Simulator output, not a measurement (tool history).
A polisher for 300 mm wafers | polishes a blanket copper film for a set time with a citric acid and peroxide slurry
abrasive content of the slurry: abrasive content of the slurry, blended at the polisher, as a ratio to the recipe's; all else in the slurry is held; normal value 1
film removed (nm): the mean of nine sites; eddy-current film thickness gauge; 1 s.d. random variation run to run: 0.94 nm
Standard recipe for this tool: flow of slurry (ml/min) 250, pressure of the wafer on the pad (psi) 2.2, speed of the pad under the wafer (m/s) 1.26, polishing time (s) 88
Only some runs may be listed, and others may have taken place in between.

run,hour,flow of slurry (ml/min),pressure of the wafer on the pad (psi),speed of the pad under the wafer (m/s),abrasive content of the slurry,polishing time (s),wafers since the last listed run,wafers polished on this pad,hours since the slurry nozzle was cleaned,hours since the head pressure was calibrated,hours since the slurry blender was calibrated,"incoming thickness of the incoming film, nm",film removed (nm)
1,0,250,2.2,1.26,1,88,0,3415,351.3,351.1,52.7,885.4,145.3
# hour 80.2: worn pad replaced by a new one
# hour 95.6: slurry nozzle cleaned
2,96.1,250,2.4,1.26,0.8,88,829,136,0.5,447.2,148.8,871.7,152.4
# hour 100.2: head pressure recalibrated
3,154.5,250,2.4,1.26,0.8,88,513,649,58.9,54.3,207.2,905.9,152.5
4,254.7,250,1.6,1.26,1,88,912,1562,159.1,154.5,307.4,901.4,112
5,341.1,250,1.6,1.26,1,88,786,2349,245.5,240.9,393.8,896,109.6
6,378.2,250,1.6,1.26,1,88,337,2687,282.6,278,430.9,878.5,109
# hour 420.4: slurry blender recalibrated
7,424.8,250,2.2,1.26,1,88,406,3093,329.2,324.6,4.4,877.2,145.6
8,467.9,250,2.2,1.26,1,88,392,3485,372.3,367.7,47.5,898,145.8
9,508.6,250,2.2,1.46,1,88,370,3856,413,408.4,88.2,895.7,163.3
# hour 579.9: worn pad replaced by a new one
10,596.8,250,2.2,1.26,1,88,766,153,501.2,496.6,176.4,887.3,153.3
# hour 603.9: slurry nozzle cleaned
# hour 658.1: head pressure recalibrated
11,688.1,250,2.2,1.26,1,88,804,958,84.2,30,267.7,901.1,153.1
12,769.9,250,2.2,1.26,1,88,745,1703,166,111.8,349.5,884.2,150.9
# hour 837.7: slurry blender recalibrated
13,845,250,2.2,1.26,1,88,665,2369,241.1,186.9,7.3,898.2,149.2
14,883.4,250,2.2,1.26,1,88,349,2718,279.5,225.3,45.7,881.7,147.6
15,943.4,250,1.6,1.26,1,88,546,3265,339.5,285.3,105.7,890.3,107.8
16,994.2,250,2.9,1,0.8,69,462,3727,390.3,336.1,156.5,885.4,111
# hour 1002.5: worn pad replaced by a new one
17,1080,250,2.2,1.26,1,88,745,705,476.1,421.9,242.3,875,152.1
# hour 1092.5: slurry nozzle cleaned
# hour 1107.3: head pressure recalibrated
18,1172.6,250,2.2,1.26,1,88,816,1521,80.1,65.3,334.9,901.4,150.2
19,1255.1,200,2.2,1.26,1.25,88,751,2273,162.6,147.8,417.4,883.7,156.3
# hour 1271.4: slurry blender recalibrated
20,1325.8,250,2.5,1.26,1,88,625,2899,233.3,218.5,54.4,901.1,168.7
21,1432.7,190,2.2,1.26,1,88,973,3872,340.2,325.4,161.3,875.2,137.5
22,1468.7,285,1.6,1.52,1,88,327,4200,376.2,361.4,197.3,893.6,123.6
# hour 1519.9: worn pad replaced by a new one
# hour 1546.2: head pressure recalibrated
23,1563.7,250,2.2,1.26,1,77,810,380,471.2,17.5,292.3,897.6,131.8
# hour 1591.3: slurry nozzle cleaned
24,1605.5,250,2.8,1.26,1,88,371,751,14.2,59.3,334.1,890.4,190.2
25,1666.3,335,2.2,1.08,1,88,553,1305,75,120.1,394.9,905.2,136.2
# hour 1709.4: slurry blender recalibrated
26,1761.8,250,2.7,1.26,0.8,88,851,2157,170.5,215.6,52.4,892.1,167.3
27,1843.7,295,2.2,1.26,1,96,745,2903,252.4,297.5,134.3,888.4,163.6
28,1951,305,2.5,1.46,1,97,977,3880,359.7,404.8,241.6,908.6,205
# hour 1991.4: worn pad replaced by a new one
# hour 2028.6: head pressure recalibrated
# hour 2105.7: slurry nozzle cleaned
# hour 2161.3: slurry blender recalibrated
29,2197.5,290,2.2,1.66,0.75,88,2163,1831,91.8,168.9,36.2,893.5,172.7

Each row is a separate what-if for the run after 29, all from the same tool condition, not one after another. Results?
A,2198,250,2.2,1.26,1,88,4,1835,92.3,169.4,36.7,887,?
B,2198,290,1.8,1.26,1.1,59,4,1835,92.3,169.4,36.7,887,?
C,2198,300,2.2,1.64,1,67,4,1835,92.3,169.4,36.7,887,?
D,2198,315,2.2,0.84,1,75,4,1835,92.3,169.4,36.7,887,?

run,film removed (nm)
A,148.8
B,86.3
C,146.1
D,91.8
With the hidden condition removed and each run's random variation left untouched, the same runs would have given:
run,film removed (nm)
A,152.8
B,88.6
C,150
D,94.2
